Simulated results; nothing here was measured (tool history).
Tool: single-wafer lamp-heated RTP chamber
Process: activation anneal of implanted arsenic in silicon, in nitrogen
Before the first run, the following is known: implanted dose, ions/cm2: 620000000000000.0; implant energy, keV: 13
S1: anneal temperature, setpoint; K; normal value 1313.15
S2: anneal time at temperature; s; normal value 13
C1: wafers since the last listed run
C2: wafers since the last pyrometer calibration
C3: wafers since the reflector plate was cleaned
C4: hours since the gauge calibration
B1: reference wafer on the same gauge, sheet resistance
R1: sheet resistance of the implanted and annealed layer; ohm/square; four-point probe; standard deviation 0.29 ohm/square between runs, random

run 1 day=0 | S1=1313.15 S2=9 | C1=0 C2=5360 C3=8647 C4=81.7 | B1=199.93 | R1=193.55
run 2 day=0.388 | S1=1313.15 S2=9 | C1=129 C2=5489 C3=8776 C4=91 | B1=199.85 | R1=193.72
-- day=0.754 gauge calibrated
run 3 day=1 | S1=1313.15 S2=9 | C1=204 C2=5694 C3=8980 C4=5.9 | B1=200 | R1=192.93
run 4 day=1.504 | S1=1313.15 S2=13 | C1=168 C2=5862 C3=9148 C4=18 | B1=200.02 | R1=187.86
run 5 day=1.888 | S1=1313.15 S2=13 | C1=127 C2=5990 C3=9276 C4=27.2 | B1=199.99 | R1=188.65
run 6 day=2.329 | S1=1313.15 S2=13 | C1=147 C2=6137 C3=9424 C4=37.8 | B1=199.96 | R1=187.3
-- day=3.333 reflector plate cleaned
run 7 day=3.354 | S1=1313.15 S2=17 | C1=230 C2=6368 C3=6 C4=62.4 | B1=200.02 | R1=183.89
run 8 day=3.367 | S1=1313.15 S2=13 | C1=4 C2=6372 C3=11 C4=62.7 | B1=199.99 | R1=187.7
run 9 day=3.95 | S1=1313.15 S2=13 | C1=194 C2=6567 C3=205 C4=76.7 | B1=200.09 | R1=187
run 10 day=4.571 | S1=1313.15 S2=20 | C1=207 C2=6774 C3=412 C4=91.6 | B1=199.86 | R1=181.44
-- day=4.708 gauge calibrated
-- day=5.138 pyrometer window cleaned and pyrometer calibrated
run 11 day=5.254 | S1=1328.15 S2=20 | C1=116 C2=38 C3=529 C4=13.1 | B1=200.03 | R1=180.75
run 12 day=5.517 | S1=1303.15 S2=16 | C1=87 C2=126 C3=617 C4=19.4 | B1=199.9 | R1=191.49
run 13 day=5.883 | S1=1305.15 S2=7 | C1=122 C2=248 C3=739 C4=28.2 | B1=199.82 | R1=200.4
run 14 day=6.442 | S1=1324.15 S2=11 | C1=186 C2=434 C3=925 C4=41.6 | B1=199.93 | R1=190.17

Branching from run 14: 3 alternative next runs. What would each branch give?
run A day=6.458 | S1=1313.15 S2=13 | C1=5 C2=440 C3=931 C4=42 | B1=? | R1=?
run B day=6.458 | S1=1298.15 S2=11 | C1=5 C2=440 C3=931 C4=42 | B1=? | R1=?
run C day=6.458 | S1=1327.15 S2=8 | C1=5 C2=440 C3=931 C4=42 | B1=? | R1=?

run=A B1=199.99 R1=190.91
run=B B1=199.99 R1=197.14
run=C B1=199.99 R1=193
Had the tool no hidden state, the same runs would have come out as:
run=A R1=191.19
run=B R1=197.4
run=C R1=193.27
